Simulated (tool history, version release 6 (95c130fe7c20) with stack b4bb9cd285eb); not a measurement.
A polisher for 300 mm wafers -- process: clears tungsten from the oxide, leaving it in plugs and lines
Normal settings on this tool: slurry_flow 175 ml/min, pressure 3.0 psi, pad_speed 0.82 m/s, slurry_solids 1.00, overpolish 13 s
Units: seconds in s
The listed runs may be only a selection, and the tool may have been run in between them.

run   hour  slurry_flow  pressure  pad_speed  slurry_solids  overpolish  incoming thickness of the incoming film, nm  seconds
  1    0.0          175       3.0       0.82           1.00          13                                        358.4    127.3
  2    8.4          175       3.0       0.82           1.00          13                                        361.8    130.1
  3   19.8          175       3.0       0.82           1.00          13                                        356.3    125.6
  4   31.8          175       3.0       0.82           1.00          13                                        356.2    124.6
  5   38.4          175       3.0       0.82           1.00          13                                        356.2    125.4
  6   47.7          175       3.0       0.82           1.00          13                                        363.2    133.9
  7   54.5          175       3.0       0.82           1.00          11                                        359.5    125.3
      64.0  -- head pressure recalibrated
  8   66.6          175       3.0       0.82           1.00          19                                        358.4    131.0
      82.7  -- slurry tank refilled with fresh slurry and peroxide
      83.1  -- slurry nozzle cleaned
  9   83.6          175       3.0       0.82           1.00          19                                        357.6    126.9
 10   93.6          175       3.0       0.82           0.85           7                                        363.7    133.2
     101.1  -- slurry blender recalibrated
     105.1  -- worn pad replaced by a new one
 11  111.0          175       3.0       1.06           0.75          13                                        365.7    100.0
 12  128.5          175       2.1       0.82           1.00          13                                        362.8    146.8
 13  143.2          175       3.9       0.82           0.80          19                                        362.8    102.4
 14  152.0          225       3.0       0.82           0.90          13                                        362.4    117.7
 15  167.8          175       3.4       0.82           1.00          13                                        365.4    115.0
 16  185.0          175       3.0       0.82           1.00          13                                        363.7    122.9
 17  197.6          175       3.0       0.82           1.00          13                                        355.5    117.4

Forecast run 18:
 18  208.5          150       2.1       0.82           1.25          13                                        364.3        ?

Run 18 came out at seconds 149.1 s.
Take away the tool's hidden state, keep the run-to-run variation as it was, and the same run would have given seconds 142.2 s.
